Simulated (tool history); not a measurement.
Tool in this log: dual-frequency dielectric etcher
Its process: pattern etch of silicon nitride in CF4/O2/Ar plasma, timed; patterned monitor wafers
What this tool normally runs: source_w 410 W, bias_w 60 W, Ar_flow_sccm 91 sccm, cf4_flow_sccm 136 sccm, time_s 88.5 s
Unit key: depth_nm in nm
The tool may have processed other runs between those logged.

| run | day | source_w | bias_w | Ar_flow_sccm | cf4_flow_sccm | time_s | wafers since the last listed run | hours since the last wet clean | hours since the last source power generator calibration | hours since the last bias power generator calibration | hours since the last Ar flow controller change | hours since the last CF4 flow controller change | hours since the last upper electrode change | hours since the gauge calibration | read-back reference wafer on the same gauge, depth_nm | depth_nm |
|---|---|---|---|---|---|---|---|---|---|---|---|---|---|---|---|---|
| 1 | 0 | 410 | 60 | 91 | 113 | 88.5 | 0 | 431.1 | 220.3 | 2325.7 | 189.7 | 1326.4 | 2455.5 | 1696.6 | 166.9 | 179.4 |
|  | 4.217 | wet clean of the chamber |
| 2 | 4.292 | 410 | 60 | 91 | 136 | 88.5 | 963 | 1.8 | 323.3 | 2428.7 | 292.7 | 1429.4 | 2558.5 | 1799.6 | 166.8 | 173.4 |
|  | 4.908 | bias power generator calibrated |
| 3 | 8.362 | 410 | 60 | 91 | 136 | 88.5 | 1142 | 99.5 | 421 | 82.9 | 390.4 | 1527.1 | 2656.2 | 1897.3 | 166.8 | 174.6 |
| 4 | 9.967 | 410 | 60 | 91 | 136 | 88.5 | 469 | 138 | 459.5 | 121.4 | 428.9 | 1565.6 | 2694.7 | 1935.8 | 166.9 | 177.1 |
| 5 | 11.771 | 480 | 60 | 91 | 136 | 80 | 528 | 181.3 | 502.8 | 164.7 | 472.2 | 1608.9 | 2738 | 1979.1 | 167.3 | 187.3 |
| 6 | 14.721 | 410 | 55 | 91 | 136 | 114.5 | 863 | 252.1 | 573.6 | 235.5 | 543 | 1679.7 | 2808.8 | 2049.9 | 166.9 | 217.6 |
|  | 15.15 | CF4 flow controller replaced |
| 7 | 18.904 | 340 | 60 | 101 | 110 | 96 | 1151 | 352.5 | 674 | 335.9 | 643.4 | 90.1 | 2909.2 | 2150.3 | 166.9 | 155.9 |
|  | 22.2 | wet clean of the chamber |
| 8 | 22.221 | 410 | 60 | 91 | 147 | 88.5 | 678 | 0.5 | 753.6 | 415.5 | 723 | 169.7 | 2988.8 | 2229.9 | 167.1 | 173.2 |
|  | 26.154 | gauge calibrated |
|  | 27.838 | upper electrode replaced |
| 9 | 27.862 | 410 | 60 | 91 | 136 | 88.5 | 1358 | 135.9 | 889 | 550.9 | 858.4 | 305.1 | 0.6 | 41 | 167.2 | 176.6 |
| 10 | 31.067 | 410 | 60 | 91 | 136 | 88.5 | 937 | 212.8 | 965.9 | 627.8 | 935.3 | 382 | 77.5 | 117.9 | 167 | 176.9 |
| 11 | 35.45 | 410 | 65 | 91 | 136 | 88.5 | 1283 | 318 | 1071.1 | 733 | 1040.5 | 487.2 | 182.7 | 223.1 | 167 | 188 |
| 12 | 38.646 | 360 | 55 | 91 | 136 | 111 | 935 | 394.7 | 1147.8 | 809.7 | 1117.2 | 563.9 | 259.4 | 299.8 | 167 | 185.8 |
|  | 40.917 | wet clean of the chamber |
| 13 | 41.517 | 410 | 60 | 91 | 136 | 88.5 | 547 | 14.4 | 1216.7 | 878.6 | 1186.1 | 632.8 | 328.3 | 368.7 | 166.8 | 170.3 |
| 14 | 45.608 | 360 | 53 | 91 | 136 | 76.5 | 1197 | 112.6 | 1314.9 | 976.8 | 1284.3 | 731 | 426.5 | 466.9 | 166.7 | 121.1 |
| 15 | 48.767 | 410 | 60 | 91 | 136 | 88.5 | 924 | 188.4 | 1390.7 | 1052.6 | 1360.1 | 806.8 | 502.3 | 542.7 | 167 | 175.4 |
| 16 | 50.504 | 410 | 56 | 91 | 136 | 88.5 | 508 | 230.1 | 1432.4 | 1094.3 | 1401.8 | 848.5 | 544 | 584.4 | 166.9 | 168 |

Predict the results of run 17:
| 17 | 52.425 | 410 | 50 | 91 | 136 | 67 | 562 | 276.2 | 1478.5 | 1140.4 | 1447.9 | 894.6 | 590.1 | 630.5 | ? | ? |

{"run 17": {"read-back reference wafer on the same gauge, depth_nm": 167, "depth_nm": 119.8}}
On a tool with no hidden condition, and with the same random variation, this run would have come out at depth_nm 118 nm.
